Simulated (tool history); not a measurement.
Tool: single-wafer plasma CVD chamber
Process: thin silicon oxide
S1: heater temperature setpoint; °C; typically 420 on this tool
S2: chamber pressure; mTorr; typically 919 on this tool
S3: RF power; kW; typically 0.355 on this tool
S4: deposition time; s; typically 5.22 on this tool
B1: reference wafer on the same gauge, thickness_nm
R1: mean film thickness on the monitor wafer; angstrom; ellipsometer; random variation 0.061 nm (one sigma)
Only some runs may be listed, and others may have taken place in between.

Run 1, hour 0.0: usual settings but S2 1095 mTorr, S3 0.335 kW; B1 8.978. Result: R1 129.85 angstrom.
At hour 81.7: showerhead replaced.
Run 2, hour 310.9: usual settings but S2 1095 mTorr, S3 0.335 kW; B1 9.021. Result: R1 128.46 angstrom.
Run 3, hour 365.3: usual settings; B1 9.005. Result: R1 117.23 angstrom.
Run 4, hour 432.3: usual settings; B1 8.999. Result: R1 117.70 angstrom.
Run 5, hour 475.6: usual settings but S1 432 °C, S2 1080 mTorr; B1 8.985. Result: R1 131.54 angstrom.
Run 6, hour 538.8: usual settings but S1 433 °C, S2 1118 mTorr; B1 8.998. Result: R1 133.51 angstrom.
At hour 575.8: gauge calibrated.
At hour 578.8: thermocouple changed; heater temperature recalibrated.
Run 7, hour 730.4: usual settings but S3 0.405 kW, S4 5.71 s; B1 8.985. Result: R1 139.28 angstrom.
At hour 756.2: capacitance manometer re-zeroed and calibrated, repeated, since the last time left the tool worse.
Run 8, hour 800.0: usual settings but S1 413 °C, S2 1060 mTorr; B1 8.985. Result: R1 125.52 angstrom.
Run 9, hour 863.0: usual settings but S4 5.50 s; B1 9.009. Result: R1 116.80 angstrom.
At hour 880.5: RF generator calibrated.
Run 10, hour 970.8: usual settings but S1 428 °C, S4 4.37 s; B1 8.994. Result: R1 92.09 angstrom.
Run 11, hour 1056.9: usual settings but S1 415 °C, S2 1114 mTorr, S3 0.410 kW, S4 4.24 s; B1 9.012. Result: R1 112.69 angstrom.
Run 12, hour 1100.4: usual settings but S1 424 °C, S2 1099 mTorr, S4 5.88 s; B1 9.005. Result: R1 142.94 angstrom.
Run 13, hour 1170.6: usual settings; B1 9.005. Result: R1 110.42 angstrom.
Run 14, hour 1244.9: usual settings but S1 411 °C; B1 8.973. Result: R1 110.50 angstrom.
Run 15, hour 1314.9: usual settings but S1 408 °C, S2 830 mTorr, S3 0.305 kW, S4 4.69 s; B1 8.996. Result: R1 83.68 angstrom.
Run 16, hour 1359.4: usual settings but S1 431 °C; B1 9.035. Result: R1 109.86 angstrom.
Run 17, hour 1452.3: usual settings but S2 756 mTorr, S3 0.290 kW, S4 4.57 s; B1 8.980. Result: R1 72.01 angstrom.
Run 18, hour 1508.8: usual settings but S1 406 °C, S2 1077 mTorr, S3 0.410 kW, S4 4.27 s; B1 8.985. Result: R1 112.52 angstrom.
Run 19, hour 1604.5: usual settings but S4 5.77 s; B1 8.997. Result: R1 123.79 angstrom.
Run 20, hour 1644.5: usual settings but S4 4.94 s; B1 9.007. Result: R1 106.41 angstrom.
Run 21, hour 1723.7: usual settings but S1 416 °C, S2 836 mTorr, S4 6.09 s; B1 9.010. Result: R1 121.54 angstrom.
Run 22, hour 1787.1: usual settings; B1 9.013. Result: R1 113.75 angstrom.
Run 23, hour 1873.5: usual settings but S1 406 °C, S3 0.375 kW; B1 8.995. Result: R1 117.77 angstrom.
At hour 1895.8: capacitance manometer re-zeroed and calibrated.
Run 24, hour 1945.6: usual settings but S4 6.08 s; B1 8.996. Result: R1 128.22 angstrom.
Run 25, hour 2042.3: usual settings; B1 8.999. Result: R1 110.71 angstrom.
Run 26, hour 2104.1: usual settings; B1 9.008. Result: R1 110.31 angstrom.
Run 27, hour 2142.7: usual settings; B1 8.987. Result: R1 110.95 angstrom.

Difference, measured minus no-hidden-state, one row per run. Run-to-run variation is common to both terms; the gauge's own scatter need not be:
What the log doesn't record here: wafer temperature above the value expected at the setpoint (K); delivered RF power above the setpoint (%); true pressure above the setpoint (%); gauge reads high (%).
run     R1
  1  +6.29
  2  +6.39
  3  +7.48
  4  +7.64
  5  +7.25
  6  +6.13
  7  +9.89
  8  -0.34
  9  -0.37
 10  -0.22
 11  -0.11
 12  -0.07
 13  +0.08
 14  +0.26
 15  +0.39
 16  +0.59
 17  +0.72
 18  +0.90
 19  +1.71
 20  +1.64
 21  +2.31
 22  +2.48
 23  +3.07
 24  +0.22
 25  +0.24
 26  +0.30
 27  +0.35

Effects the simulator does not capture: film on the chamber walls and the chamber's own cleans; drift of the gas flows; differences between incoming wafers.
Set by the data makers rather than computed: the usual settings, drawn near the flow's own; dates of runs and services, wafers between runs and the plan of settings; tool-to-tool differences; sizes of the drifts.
